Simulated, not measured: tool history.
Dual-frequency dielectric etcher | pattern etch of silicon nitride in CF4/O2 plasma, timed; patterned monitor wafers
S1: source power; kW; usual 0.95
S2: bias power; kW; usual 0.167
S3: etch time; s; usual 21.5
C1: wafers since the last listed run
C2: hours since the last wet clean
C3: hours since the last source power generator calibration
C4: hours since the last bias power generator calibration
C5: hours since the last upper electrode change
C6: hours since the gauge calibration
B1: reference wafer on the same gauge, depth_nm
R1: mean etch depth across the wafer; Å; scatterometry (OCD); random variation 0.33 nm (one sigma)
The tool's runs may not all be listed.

run   hour    S1     S2    S3   C1     C2      C3      C4      C5     C6    B1    R1
  1      0  0.95  0.178  21.5    0  480.2  4288.4  1968.7  4956.4  391.7  79.8   807
  2   14.6  0.95  0.178  21.5  183  494.8    4303  1983.3    4971  406.3  79.8   805
  3   28.3  0.95  0.167  21.5  172  508.5  4316.7    1997  4984.7    420  79.9   797
  4   36.9  0.95  0.167  21.5  108  517.1  4325.3  2005.6  4993.3  428.6  79.9   798
  5   48.5  0.95  0.167  21.5  145  528.7  4336.9  2017.2  5004.9  440.2  79.8   805
  6   58.9  1.12   0.18  21.5  130  539.1  4347.3  2027.6  5015.3  450.6  79.8   929
  7   66.1  0.95  0.207  24.5   90  546.3  4354.5  2034.8  5022.5  457.8  79.6   960
      80.4  -- source power generator calibrated
  8   80.9  0.95  0.167  21.5  135  561.1     0.5  2049.6  5037.3  472.6  79.8   798
     109.9  -- wet clean of the chamber
  9  110.4  1.13  0.167  21.5   69    0.5      30  2079.1  5066.8  502.1    80   879
 10  110.7   1.1  0.167  21.5    3    0.8    30.3  2079.4  5067.1  502.4  79.9   860
     138.4  -- upper electrode replaced
 11  138.9  0.95  0.167  21.5   52     29    58.5  2107.6     0.5  530.6  79.8   766
 12  139.2  0.95  0.127  26.5    3   29.3    58.8  2107.9     0.8  530.9  79.9   894
     143.2  -- gauge calibrated
 13  144.5  0.83  0.141  21.5   66   34.6    64.1  2113.2     6.1    1.3  79.8   674
 14  153.7  0.95  0.144    17  115   43.8    73.3  2122.4    15.3   10.5  79.8   592
 15  169.5  0.95  0.167  21.5  198   59.6    89.1  2138.2    31.1   26.3  79.8   773
     175.1  -- bias power generator calibrated
 16  186.8  1.12  0.195  21.5  167   76.9   106.4    11.7    48.4   43.6  79.8   910
 17  202.9  0.76    0.2    26  202     93   122.5    27.8    64.5   59.7  79.8   833
 18  218.9  0.81  0.127    24  200    109   138.5    43.8    80.5   75.7  79.9   722
 19  233.6  1.02  0.189  26.5  184  123.7   153.2    58.5    95.2   90.4  79.9  1038
 20  245.7  1.18  0.167  21.5  151  135.8   165.3    70.6   107.3  102.5  79.8   922
 21  254.5  1.04  0.208  21.5  110  144.6   174.1    79.4   116.1  111.3  79.9   874
 22    261  0.95  0.187    17   81  151.1   180.6    85.9   122.6  117.8  79.8   630
 23  271.8  0.95  0.167  21.5  135  161.9   191.4    96.7   133.4  128.6  79.8   782
 24  280.1  0.95  0.167  21.5  104  170.2   199.7     105   141.7  136.9  79.8   781
 25  291.9  0.95  0.136  26.5  148    182   211.5   116.8   153.5  148.7  79.7   922
 26  308.2  0.73  0.153  21.5  204  198.3   227.8   133.1   169.8    165  79.7   633
 27  316.2  0.74  0.167  21.5  100  206.3   235.8   141.1   177.8    173  79.8   653
 28  332.4  0.79  0.167  17.5  203  222.5     252   157.3     194  189.2  79.7   555
 29    350  0.95  0.143  21.5  221  240.1   269.6   174.9   211.6  206.8  79.8   759

5 ways to go on from here, each from the tool as it stands after run 29. What would each give?
  A  350.4  0.95  0.167  21.5   5  240.5  270  175.3  212  207.2   ?   ?
  B  350.4  0.95  0.186  23.5   5  240.5  270  175.3  212  207.2   ?   ?
  C  350.4  0.95  0.179  21.5   5  240.5  270  175.3  212  207.2   ?   ?
  D  350.4  1.08  0.197  18.5   5  240.5  270  175.3  212  207.2   ?   ?
  E  350.4  0.95  0.167    24   5  240.5  270  175.3  212  207.2   ?   ?

run    B1   R1
  A  79.7  785
  B  79.7  880
  C  79.7  798
  D  79.7  771
  E  79.7  876
Without the tool's hidden state the same runs would have given:
run   R1
  A  777
  B  870
  C  789
  D  763
  E  867
